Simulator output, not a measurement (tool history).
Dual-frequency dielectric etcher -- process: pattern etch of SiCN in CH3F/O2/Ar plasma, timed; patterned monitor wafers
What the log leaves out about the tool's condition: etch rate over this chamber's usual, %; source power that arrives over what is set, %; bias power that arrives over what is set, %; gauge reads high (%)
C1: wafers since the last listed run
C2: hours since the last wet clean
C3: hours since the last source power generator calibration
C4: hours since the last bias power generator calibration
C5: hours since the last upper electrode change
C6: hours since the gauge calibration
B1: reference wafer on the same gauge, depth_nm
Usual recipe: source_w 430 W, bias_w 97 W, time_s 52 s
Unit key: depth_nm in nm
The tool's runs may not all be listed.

{"run": 1, "hour": 0.0, "source_w": 430, "bias_w": 97, "time_s": 52, "C1": 0, "C2": 33.6, "C3": 4903.8, "C4": 3226.8, "C5": 2532.4, "C6": 1916.7, "B1": 22.59, "depth_nm": 23.22}
{"run": 2, "hour": 76.0, "source_w": 430, "bias_w": 113, "time_s": 52, "C1": 603, "C2": 109.6, "C3": 4979.8, "C4": 3302.8, "C5": 2608.4, "C6": 1992.7, "B1": 22.6, "depth_nm": 23.93}
{"run": 3, "hour": 139.9, "source_w": 430, "bias_w": 113, "time_s": 52, "C1": 507, "C2": 173.5, "C3": 5043.7, "C4": 3366.7, "C5": 2672.3, "C6": 2056.6, "B1": 22.59, "depth_nm": 23.85}
{"hour": 248.1, "done": "upper electrode replaced, of another model than before"}
{"run": 4, "hour": 248.6, "source_w": 430, "bias_w": 113, "time_s": 52, "C1": 672, "C2": 282.2, "C3": 5152.4, "C4": 3475.4, "C5": 0.5, "C6": 2165.3, "B1": 22.6, "depth_nm": 24.39}
{"run": 5, "hour": 297.6, "source_w": 430, "bias_w": 97, "time_s": 52, "C1": 388, "C2": 331.2, "C3": 5201.4, "C4": 3524.4, "C5": 49.5, "C6": 2214.3, "B1": 22.61, "depth_nm": 23.29}
{"run": 6, "hour": 361.1, "source_w": 430, "bias_w": 97, "time_s": 52, "C1": 503, "C2": 394.7, "C3": 5264.9, "C4": 3587.9, "C5": 113, "C6": 2277.8, "B1": 22.62, "depth_nm": 23.32}
{"hour": 377.7, "done": "source power generator calibrated"}
{"hour": 424.4, "done": "bias power generator calibrated"}
{"run": 7, "hour": 428.8, "source_w": 360, "bias_w": 120, "time_s": 52, "C1": 473, "C2": 462.4, "C3": 51.1, "C4": 4.4, "C5": 180.7, "C6": 2345.5, "B1": 22.58, "depth_nm": 22.6}
{"run": 8, "hour": 508.8, "source_w": 430, "bias_w": 97, "time_s": 52, "C1": 634, "C2": 542.4, "C3": 131.1, "C4": 84.4, "C5": 260.7, "C6": 2425.5, "B1": 22.61, "depth_nm": 22.75}
{"hour": 614.8, "done": "wet clean of the chamber"}
{"run": 9, "hour": 615.3, "source_w": 370, "bias_w": 77, "time_s": 52, "C1": 654, "C2": 0.5, "C3": 237.6, "C4": 190.9, "C5": 367.2, "C6": 2532, "B1": 22.59, "depth_nm": 20.18}
{"hour": 654.7, "done": "gauge calibrated"}
{"run": 10, "hour": 683.0, "source_w": 430, "bias_w": 97, "time_s": 52, "C1": 537, "C2": 68.2, "C3": 305.3, "C4": 258.6, "C5": 434.9, "C6": 28.3, "B1": 22.6, "depth_nm": 22.78}
{"run": 11, "hour": 734.7, "source_w": 430, "bias_w": 97, "time_s": 52, "C1": 410, "C2": 119.9, "C3": 357, "C4": 310.3, "C5": 486.6, "C6": 80, "B1": 22.61, "depth_nm": 22.75}
{"run": 12, "hour": 841.1, "source_w": 520, "bias_w": 116, "time_s": 37, "C1": 844, "C2": 226.3, "C3": 463.4, "C4": 416.7, "C5": 593, "C6": 186.4, "B1": 22.61, "depth_nm": 18.42}
{"run": 13, "hour": 901.9, "source_w": 430, "bias_w": 97, "time_s": 52, "C1": 482, "C2": 287.1, "C3": 524.2, "C4": 477.5, "C5": 653.8, "C6": 247.2, "B1": 22.59, "depth_nm": 22.89}
{"run": 14, "hour": 978.3, "source_w": 430, "bias_w": 75, "time_s": 52, "C1": 606, "C2": 363.5, "C3": 600.6, "C4": 553.9, "C5": 730.2, "C6": 323.6, "B1": 22.61, "depth_nm": 21.4}
{"run": 15, "hour": 1060.8, "source_w": 340, "bias_w": 97, "time_s": 52, "C1": 654, "C2": 446, "C3": 683.1, "C4": 636.4, "C5": 812.7, "C6": 406.1, "B1": 22.59, "depth_nm": 20.85}
{"run": 16, "hour": 1124.6, "source_w": 430, "bias_w": 107, "time_s": 52, "C1": 506, "C2": 509.8, "C3": 746.9, "C4": 700.2, "C5": 876.5, "C6": 469.9, "B1": 22.59, "depth_nm": 23.42}
{"run": 17, "hour": 1228.4, "source_w": 480, "bias_w": 112, "time_s": 37, "C1": 823, "C2": 613.6, "C3": 850.7, "C4": 804, "C5": 980.3, "C6": 573.7, "B1": 22.6, "depth_nm": 17.65}
{"hour": 1265.9, "done": "wet clean of the chamber"}
{"run": 18, "hour": 1298.2, "source_w": 430, "bias_w": 117, "time_s": 42, "C1": 363, "C2": 32.3, "C3": 920.5, "C4": 873.8, "C5": 1050.1, "C6": 643.5, "B1": 22.6, "depth_nm": 19.47}
{"run": 19, "hour": 1340.1, "source_w": 430, "bias_w": 84, "time_s": 52, "C1": 332, "C2": 74.2, "C3": 962.4, "C4": 915.7, "C5": 1092, "C6": 685.4, "B1": 22.6, "depth_nm": 21.84}
{"run": 20, "hour": 1443.7, "source_w": 430, "bias_w": 97, "time_s": 67, "C1": 822, "C2": 177.8, "C3": 1066, "C4": 1019.3, "C5": 1195.6, "C6": 789, "B1": 22.6, "depth_nm": 29.38}
{"run": 21, "hour": 1525.7, "source_w": 430, "bias_w": 97, "time_s": 52, "C1": 650, "C2": 259.8, "C3": 1148, "C4": 1101.3, "C5": 1277.6, "C6": 871, "B1": 22.61, "depth_nm": 22.83}
{"run": 22, "hour": 1629.7, "source_w": 500, "bias_w": 121, "time_s": 52, "C1": 825, "C2": 363.8, "C3": 1252, "C4": 1205.3, "C5": 1381.6, "C6": 975, "B1": 22.62, "depth_nm": 25.78}
{"run": 23, "hour": 1734.5, "source_w": 430, "bias_w": 97, "time_s": 52, "C1": 831, "C2": 468.6, "C3": 1356.8, "C4": 1310.1, "C5": 1486.4, "C6": 1079.8, "B1": 22.59, "depth_nm": 22.93}
{"hour": 1837.7, "done": "wet clean of the chamber"}
{"run": 24, "hour": 1838.2, "source_w": 350, "bias_w": 97, "time_s": 44, "C1": 632, "C2": 0.5, "C3": 1460.5, "C4": 1413.8, "C5": 1590.1, "C6": 1183.5, "B1": 22.6, "depth_nm": 17.85}

Run 25 comes next. What will it give?
{"run": 25, "hour": 1902.7, "source_w": 510, "bias_w": 82, "time_s": 63, "C1": 511, "C2": 65, "C3": 1525, "C4": 1478.3, "C5": 1654.6, "C6": 1248, "B1": "?", "depth_nm": "?"}

B1: 22.6
depth_nm: 28.36 nm
Take away the tool's hidden state, keep the run-to-run variation as it was, and the same run would have given depth_nm 28.36 nm.
